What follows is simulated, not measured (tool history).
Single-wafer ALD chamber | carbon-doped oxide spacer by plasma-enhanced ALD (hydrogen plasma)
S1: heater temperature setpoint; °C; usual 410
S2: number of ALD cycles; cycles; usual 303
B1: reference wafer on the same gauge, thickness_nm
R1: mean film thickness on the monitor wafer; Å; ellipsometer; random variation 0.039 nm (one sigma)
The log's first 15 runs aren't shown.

run,day,S1,S2,B1,R1
16,7.546,414,303,14.285,153.86
17,7.912,410,330,14.271,169.14
18,8.454,410,286,14.249,146.94
19,9.188,396,303,14.247,159.74
20,9.738,410,303,14.25,155.03
21,10.192,422,287,14.22,140.59
# day 10.412: gauge calibrated
22,10.508,418,347,14.381,175.27
23,11.054,397,247,14.377,131.85
# day 11.646: thermocouple changed; heater temperature recalibrated
24,11.667,410,330,14.368,170.91
25,11.979,410,280,14.362,144.22
26,12.642,414,343,14.354,174.99
27,13.121,414,303,14.327,154.5
28,13.458,399,359,14.35,191.6
29,14.392,398,303,14.328,161.4
30,15.721,410,351,14.308,180.58
31,15.971,397,264,14.309,140.6
32,16.471,406,303,14.28,157.91

4 ways to go on from here, each from the tool as it stands after run 32. What would each give?
A,16.508,410,303,?,?
B,16.508,422,338,?,?
C,16.508,396,265,?,?
D,16.508,417,361,?,?

run,B1,R1
A,14.3,155.89
B,14.3,167.24
C,14.3,140.56
D,14.3,181.58
Without the tool's hidden state the same runs would have given:
run,R1
A,157.02
B,168.45
C,141.57
D,182.89
